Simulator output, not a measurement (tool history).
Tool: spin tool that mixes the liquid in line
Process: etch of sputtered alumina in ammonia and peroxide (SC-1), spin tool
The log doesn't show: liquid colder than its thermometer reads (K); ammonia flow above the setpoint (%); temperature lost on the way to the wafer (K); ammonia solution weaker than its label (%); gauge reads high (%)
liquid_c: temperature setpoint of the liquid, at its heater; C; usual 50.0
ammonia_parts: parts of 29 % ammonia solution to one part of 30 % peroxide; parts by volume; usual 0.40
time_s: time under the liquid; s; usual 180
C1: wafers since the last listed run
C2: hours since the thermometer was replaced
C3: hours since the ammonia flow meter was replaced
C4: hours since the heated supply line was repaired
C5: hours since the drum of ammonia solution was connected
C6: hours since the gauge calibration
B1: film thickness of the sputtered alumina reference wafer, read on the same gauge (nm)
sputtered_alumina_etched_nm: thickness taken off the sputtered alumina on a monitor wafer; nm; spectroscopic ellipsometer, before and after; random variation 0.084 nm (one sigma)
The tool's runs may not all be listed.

Run 1, hour 0.0: usual settings but ammonia_parts 0.50 parts by volume; C1 0; C2 616.2; C3 319.2; C4 8.8; C5 397.0; C6 1670.1; B1 49.99. Result: sputtered_alumina_etched_nm 11.60 nm.
At hour 34.8: thermometer replaced.
Run 2, hour 78.0: usual settings; C1 427; C2 43.2; C3 397.2; C4 86.8; C5 475.0; C6 1748.1; B1 50.00. Result: sputtered_alumina_etched_nm 11.71 nm.
Run 3, hour 167.0: usual settings; C1 493; C2 132.2; C3 486.2; C4 175.8; C5 564.0; C6 1837.1; B1 50.01. Result: sputtered_alumina_etched_nm 11.56 nm.
Run 4, hour 226.8: usual settings; C1 331; C2 192.0; C3 546.0; C4 235.6; C5 623.8; C6 1896.9; B1 50.01. Result: sputtered_alumina_etched_nm 11.67 nm.
At hour 238.6: new drum of ammonia solution connected.
At hour 258.7: gauge calibrated.
Run 5, hour 312.8: usual settings; C1 471; C2 278.0; C3 632.0; C4 321.6; C5 74.2; C6 54.1; B1 50.01. Result: sputtered_alumina_etched_nm 11.47 nm.
Run 6, hour 398.2: usual settings but liquid_c 45.5 C, ammonia_parts 0.45 parts by volume, time_s 265 s; C1 473; C2 363.4; C3 717.4; C4 407.0; C5 159.6; C6 139.5; B1 49.96. Result: sputtered_alumina_etched_nm 13.11 nm.
Run 7, hour 438.6: usual settings but liquid_c 58.0 C, ammonia_parts 0.30 parts by volume, time_s 80 s; C1 224; C2 403.8; C3 757.8; C4 447.4; C5 200.0; C6 179.9; B1 49.99. Result: sputtered_alumina_etched_nm 7.50 nm.
Run 8, hour 493.8: usual settings but ammonia_parts 0.45 parts by volume; C1 306; C2 459.0; C3 813.0; C4 502.6; C5 255.2; C6 235.1; B1 49.99. Result: sputtered_alumina_etched_nm 11.37 nm.
Run 9, hour 769.5: usual settings; C1 1528; C2 734.7; C3 1088.7; C4 778.3; C5 530.9; C6 510.8; B1 50.00. Result: sputtered_alumina_etched_nm 10.77 nm.
At hour 770.8: thermometer replaced.
At hour 805.4: new drum of ammonia solution connected.
Run 10, hour 827.6: usual settings; C1 311; C2 56.8; C3 1146.8; C4 836.4; C5 22.2; C6 568.9; B1 49.98. Result: sputtered_alumina_etched_nm 11.60 nm.
Run 11, hour 871.6: usual settings but liquid_c 40.5 C; C1 244; C2 100.8; C3 1190.8; C4 880.4; C5 66.2; C6 612.9; B1 50.02. Result: sputtered_alumina_etched_nm 6.67 nm.
At hour 952.5: ammonia flow meter replaced.
Run 12, hour 974.1: usual settings but liquid_c 55.0 C, ammonia_parts 0.60 parts by volume; C1 562; C2 203.3; C3 21.6; C4 982.9; C5 168.7; C6 715.4; B1 50.02. Result: sputtered_alumina_etched_nm 15.67 nm.
Run 13, hour 1073.0: usual settings; C1 548; C2 302.2; C3 120.5; C4 1081.8; C5 267.6; C6 814.3; B1 50.02. Result: sputtered_alumina_etched_nm 11.31 nm.
Run 14, hour 1152.8: usual settings but liquid_c 57.0 C, ammonia_parts 0.25 parts by volume; C1 442; C2 382.0; C3 200.3; C4 1161.6; C5 347.4; C6 894.1; B1 50.00. Result: sputtered_alumina_etched_nm 15.62 nm.
Run 15, hour 1211.5: usual settings; C1 325; C2 440.7; C3 259.0; C4 1220.3; C5 406.1; C6 952.8; B1 49.98. Result: sputtered_alumina_etched_nm 11.02 nm.
Run 16, hour 1285.3: usual settings; C1 409; C2 514.5; C3 332.8; C4 1294.1; C5 479.9; C6 1026.6; B1 50.00. Result: sputtered_alumina_etched_nm 11.12 nm.
Run 17, hour 1324.2: usual settings but time_s 255 s; C1 215; C2 553.4; C3 371.7; C4 1333.0; C5 518.8; C6 1065.5; B1 49.99. Result: sputtered_alumina_etched_nm 15.57 nm.
At hour 1331.7: thermometer replaced.
Run 18, hour 1372.7: usual settings but liquid_c 42.0 C, time_s 260 s; C1 263; C2 41.0; C3 420.2; C4 1381.5; C5 567.3; C6 1114.0; B1 50.00. Result: sputtered_alumina_etched_nm 10.41 nm.
At hour 1391.8: new drum of ammonia solution connected.
Run 19, hour 1450.5: usual settings but liquid_c 47.0 C; C1 425; C2 118.8; C3 498.0; C4 1459.3; C5 58.7; C6 1191.8; B1 49.99. Result: sputtered_alumina_etched_nm 9.66 nm.
Run 20, hour 1534.4: usual settings but ammonia_parts 0.50 parts by volume, time_s 235 s; C1 465; C2 202.7; C3 581.9; C4 1543.2; C5 142.6; C6 1275.7; B1 49.99. Result: sputtered_alumina_etched_nm 14.86 nm.
Run 21, hour 1749.1: usual settings but liquid_c 55.0 C, ammonia_parts 0.20 parts by volume, time_s 85 s; C1 1190; C2 417.4; C3 796.6; C4 1757.9; C5 357.3; C6 1490.4; B1 49.99. Result: sputtered_alumina_etched_nm 6.37 nm.
Run 22, hour 1807.7: usual settings but liquid_c 41.5 C, time_s 240 s; C1 324; C2 476.0; C3 855.2; C4 1816.5; C5 415.9; C6 1549.0; B1 50.01. Result: sputtered_alumina_etched_nm 8.91 nm.
Run 23, hour 1895.5: usual settings but time_s 255 s; C1 486; C2 563.8; C3 943.0; C4 1904.3; C5 503.7; C6 1636.8; B1 50.01. Result: sputtered_alumina_etched_nm 15.24 nm.
Run 24, hour 1945.9: usual settings but ammonia_parts 0.55 parts by volume, time_s 75 s; C1 279; C2 614.2; C3 993.4; C4 1954.7; C5 554.1; C6 1687.2; B1 50.00. Result: sputtered_alumina_etched_nm 4.69 nm.

4 ways to go on from here, each from the tool as it stands after run 24. What would each give?
Run A, hour 1946.4: usual settings; C1 2; C2 614.7; C3 993.9; C4 1955.2; C5 554.6; C6 1687.7; B1 ?. Result: sputtered_alumina_etched_nm ?.
Run B, hour 1946.4: usual settings but liquid_c 55.5 C, time_s 70 s; C1 2; C2 614.7; C3 993.9; C4 1955.2; C5 554.6; C6 1687.7; B1 ?. Result: sputtered_alumina_etched_nm ?.
Run C, hour 1946.4: usual settings but ammonia_parts 0.25 parts by volume; C1 2; C2 614.7; C3 993.9; C4 1955.2; C5 554.6; C6 1687.7; B1 ?. Result: sputtered_alumina_etched_nm ?.
Run D, hour 1946.4: usual settings but liquid_c 45.5 C; C1 2; C2 614.7; C3 993.9; C4 1955.2; C5 554.6; C6 1687.7; B1 ?. Result: sputtered_alumina_etched_nm ?.

run     B1  sputtered_alumina_etched_nm
  A  50.00                        10.73
  B  50.00                         5.64
  C  50.00                        10.26
  D  50.00                         8.31
Without the tool's hidden state the same runs would have given:
run  sputtered_alumina_etched_nm
  A                        12.15
  B                         6.36
  C                        11.62
  D                         9.45
